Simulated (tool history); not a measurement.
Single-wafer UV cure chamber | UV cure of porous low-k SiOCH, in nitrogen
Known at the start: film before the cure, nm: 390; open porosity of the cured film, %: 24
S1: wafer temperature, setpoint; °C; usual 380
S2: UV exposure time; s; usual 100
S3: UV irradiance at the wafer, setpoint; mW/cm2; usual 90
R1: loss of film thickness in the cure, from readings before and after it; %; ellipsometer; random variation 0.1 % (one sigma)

run,hour,S1,S2,S3,R1
1,0.0,380,100,90,5.552
2,6.6,380,100,90,5.537
3,17.1,380,100,90,5.429
4,29.4,380,100,90,5.387
5,40.0,380,100,90,5.350
6,56.4,369,100,90,5.119
7,64.8,369,100,90,5.052
8,78.5,380,100,90,5.136
# hour 90.7: quartz window cleaned
9,91.2,380,100,90,5.871
10,97.7,380,100,90,5.709
11,111.5,380,140,61,5.616
12,123.8,380,130,90,6.861
13,141.7,380,130,90,6.871
14,193.8,380,55,90,3.677
15,207.3,380,55,90,3.596
16,224.8,380,100,90,5.672
# hour 238.9: UV bulbs replaced
17,239.4,380,100,90,7.226
18,272.9,392,100,75,6.451
19,281.8,392,100,75,6.430
20,288.5,392,100,75,6.268
# hour 299.6: quartz window cleaned
21,301.8,380,75,108,6.776
22,319.8,380,100,90,7.254
23,329.7,380,100,105,7.545
24,378.5,386,45,120,5.112
25,393.5,368,145,114,9.130

Forecast run 26:
26,403.0,394,140,123,?

{"run 26": {"R1": 9.844}}
Without the tool's hidden state the same run would have given R1 10.585 %.
